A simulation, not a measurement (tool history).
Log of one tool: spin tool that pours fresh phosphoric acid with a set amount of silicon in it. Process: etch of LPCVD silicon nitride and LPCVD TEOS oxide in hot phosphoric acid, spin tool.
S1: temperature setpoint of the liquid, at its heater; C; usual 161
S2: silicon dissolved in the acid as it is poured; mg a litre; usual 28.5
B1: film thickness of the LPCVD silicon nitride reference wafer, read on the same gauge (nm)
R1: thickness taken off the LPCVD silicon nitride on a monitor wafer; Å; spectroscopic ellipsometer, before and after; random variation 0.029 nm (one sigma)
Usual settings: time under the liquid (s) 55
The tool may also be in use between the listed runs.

{"run": 1, "hour": 0.0, "S1": 160, "S2": 16, "time under the liquid (s)": 55, "B1": 39.95, "R1": 50.4}
{"hour": 16.5, "done": "thermometer replaced"}
{"run": 2, "hour": 61.0, "S1": 161, "S2": 28.5, "time under the liquid (s)": 55, "B1": 39.98, "R1": 50.7}
{"hour": 125.1, "done": "gauge calibrated"}
{"hour": 233.6, "done": "dissolved silicon flow meter replaced"}
{"run": 3, "hour": 248.2, "S1": 161, "S2": 41.5, "time under the liquid (s)": 85, "B1": 39.96, "R1": 78.9}
{"run": 4, "hour": 318.8, "S1": 161, "S2": 28.5, "time under the liquid (s)": 55, "B1": 39.98, "R1": 51.3}
{"hour": 367.1, "done": "heated supply line repaired"}
{"run": 5, "hour": 379.5, "S1": 159, "S2": 6, "time under the liquid (s)": 85, "B1": 40, "R1": 73.7}
{"run": 6, "hour": 414.2, "S1": 161, "S2": 18, "time under the liquid (s)": 85, "B1": 40, "R1": 78.7}
{"run": 7, "hour": 480.6, "S1": 162.5, "S2": 28.5, "time under the liquid (s)": 75, "B1": 39.96, "R1": 74.1}
{"run": 8, "hour": 532.0, "S1": 161, "S2": 28.5, "time under the liquid (s)": 55, "B1": 39.94, "R1": 51.4}
{"run": 9, "hour": 581.3, "S1": 164, "S2": 28.5, "time under the liquid (s)": 80, "B1": 39.98, "R1": 82.3}
{"run": 10, "hour": 623.9, "S1": 158.5, "S2": 19.5, "time under the liquid (s)": 55, "B1": 40.02, "R1": 47.7}
{"run": 11, "hour": 672.1, "S1": 161, "S2": 28.5, "time under the liquid (s)": 55, "B1": 39.99, "R1": 51.7}
{"run": 12, "hour": 727.1, "S1": 158.5, "S2": 49.5, "time under the liquid (s)": 70, "B1": 39.94, "R1": 61.1}
{"run": 13, "hour": 867.4, "S1": 163, "S2": 35.5, "time under the liquid (s)": 65, "B1": 40.02, "R1": 65.3}
{"run": 14, "hour": 923.6, "S1": 159, "S2": 11, "time under the liquid (s)": 55, "B1": 40.01, "R1": 48.9}
{"run": 15, "hour": 955.0, "S1": 161, "S2": 28.5, "time under the liquid (s)": 55, "B1": 40.01, "R1": 52.6}
{"hour": 981.5, "done": "thermometer replaced"}
{"run": 16, "hour": 984.0, "S1": 162, "S2": 28.5, "time under the liquid (s)": 80, "B1": 39.98, "R1": 75.8}
{"run": 17, "hour": 1016.7, "S1": 162.5, "S2": 14, "time under the liquid (s)": 70, "B1": 40.01, "R1": 67.6}
{"hour": 1057.9, "done": "dissolved silicon flow meter replaced"}
{"run": 18, "hour": 1169.5, "S1": 161, "S2": 28.5, "time under the liquid (s)": 55, "B1": 39.98, "R1": 50.9}
{"run": 19, "hour": 1200.4, "S1": 162.5, "S2": 42.5, "time under the liquid (s)": 65, "B1": 39.96, "R1": 63.9}
{"run": 20, "hour": 1239.6, "S1": 161, "S2": 49, "time under the liquid (s)": 20, "B1": 39.99, "R1": 18.6}
{"run": 21, "hour": 1297.3, "S1": 158.5, "S2": 28.5, "time under the liquid (s)": 20, "B1": 40, "R1": 17}
{"run": 22, "hour": 1360.3, "S1": 159, "S2": 28.5, "time under the liquid (s)": 55, "B1": 40, "R1": 47.8}

The same runs without the tool's hidden state, with the same run-to-run variation:
The hidden state here: liquid hotter than its thermometer reads (K); dissolved silicon flow below the setpoint (%); temperature lost on the way to the wafer (K); gauge reads high (%).
run=1 R1=48.5
run=2 R1=50.5
run=3 R1=78
run=4 R1=50.6
run=5 R1=72.5
run=6 R1=77.3
run=7 R1=72.6
run=8 R1=50.3
run=9 R1=80.3
run=10 R1=46.5
run=11 R1=50.2
run=12 R1=59.2
run=13 R1=63
run=14 R1=47
run=15 R1=50.5
run=16 R1=75.8
run=17 R1=67.5
run=18 R1=50.5
run=19 R1=63.4
run=20 R1=18.4
run=21 R1=16.8
run=22 R1=47

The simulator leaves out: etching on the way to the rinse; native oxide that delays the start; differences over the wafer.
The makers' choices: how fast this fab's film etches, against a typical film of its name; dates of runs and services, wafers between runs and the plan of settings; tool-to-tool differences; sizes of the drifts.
